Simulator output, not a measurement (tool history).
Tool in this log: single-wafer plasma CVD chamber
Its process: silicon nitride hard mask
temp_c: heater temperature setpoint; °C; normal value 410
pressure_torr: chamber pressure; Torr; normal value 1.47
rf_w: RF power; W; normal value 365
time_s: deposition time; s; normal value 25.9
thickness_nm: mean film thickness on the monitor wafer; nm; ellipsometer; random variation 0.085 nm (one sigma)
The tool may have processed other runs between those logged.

| run | hour | temp_c | pressure_torr | rf_w | time_s | read-back reference wafer on the same gauge, thickness_nm | thickness_nm |
|---|---|---|---|---|---|---|---|
| 1 | 0 | 410 | 1.47 | 365 | 25.9 | 28.862 | 28.379 |
| 2 | 14.3 | 410 | 1.47 | 365 | 25.9 | 28.906 | 28.41 |
| 3 | 48 | 410 | 1.47 | 365 | 25.9 | 28.879 | 28.42 |
|  | 49.4 | gauge calibrated |
| 4 | 81.7 | 410 | 1.47 | 365 | 25.9 | 28.947 | 28.301 |
| 5 | 100.6 | 410 | 1.47 | 365 | 25.9 | 28.881 | 28.185 |
| 6 | 129.1 | 410 | 1.47 | 365 | 25.9 | 28.932 | 28.189 |
| 7 | 146.3 | 410 | 1.47 | 365 | 28 | 28.894 | 30.552 |
| 8 | 169.7 | 410 | 1.47 | 365 | 27.6 | 28.858 | 30.006 |
| 9 | 192.5 | 410 | 1.47 | 365 | 25.9 | 28.876 | 28.275 |
| 10 | 225.7 | 410 | 1.47 | 365 | 25.9 | 28.92 | 28.429 |
| 11 | 259.6 | 410 | 1.47 | 365 | 25.9 | 28.898 | 28.224 |
| 12 | 284 | 410 | 1.56 | 400 | 25.9 | 28.879 | 29.987 |
| 13 | 313.9 | 410 | 1.56 | 400 | 25.9 | 28.898 | 30.008 |
| 14 | 327.9 | 410 | 1.47 | 365 | 25.9 | 28.865 | 28.214 |
| 15 | 346.7 | 410 | 1.47 | 365 | 25.9 | 28.923 | 28.127 |
|  | 379.6 | RF generator calibrated |
| 16 | 380.5 | 410 | 1.47 | 400 | 27.2 | 28.847 | 32.378 |
| 17 | 407.1 | 404 | 1.68 | 365 | 25.9 | 28.861 | 30.627 |
| 18 | 419.5 | 424 | 1.47 | 365 | 22.4 | 28.903 | 25.42 |
| 19 | 483.4 | 410 | 1.21 | 365 | 24.3 | 28.932 | 26.119 |
| 20 | 507.2 | 422 | 1.47 | 365 | 25.9 | 28.874 | 29.077 |
| 21 | 523 | 410 | 1.47 | 365 | 25.9 | 28.92 | 29.46 |
| 22 | 553.7 | 397 | 1.47 | 365 | 25.9 | 28.95 | 29.405 |
| 23 | 572.5 | 410 | 1.62 | 315 | 27.6 | 28.878 | 29.96 |
|  | 596.8 | capacitance manometer re-zeroed and calibrated |
|  | 599.2 | showerhead replaced |
|  | 670.1 | gauge calibrated |
| 24 | 670.2 | 410 | 1.47 | 325 | 25.9 | 28.873 | 27.549 |
|  | 685.4 | thermocouple changed; heater temperature recalibrated |
| 25 | 704.9 | 410 | 1.47 | 385 | 25.9 | 28.893 | 29.871 |
| 26 | 730.1 | 410 | 1.47 | 365 | 25.9 | 28.888 | 29.192 |
| 27 | 760.5 | 410 | 1.47 | 365 | 22.7 | 28.908 | 25.562 |
| 28 | 851.2 | 410 | 1.47 | 325 | 28.9 | 28.884 | 30.835 |
| 29 | 870.8 | 415 | 1.47 | 400 | 25.9 | 28.902 | 30.407 |

3 ways to go on from here, each from the tool as it stands after run 29. What would each give?
| A | 871.2 | 410 | 1.47 | 365 | 25.9 | ? | ? |
| B | 871.2 | 410 | 1.47 | 365 | 28.1 | ? | ? |
| C | 871.2 | 410 | 1.29 | 365 | 25.9 | ? | ? |

| run | read-back reference wafer on the same gauge, thickness_nm | thickness_nm |
|---|---|---|
| A | 28.895 | 29.01 |
| B | 28.895 | 31.468 |
| C | 28.895 | 27.973 |
What these runs would have given with no unlogged condition in the tool:
| run | thickness_nm |
|---|---|
| A | 29.577 |
| B | 32.083 |
| C | 28.519 |
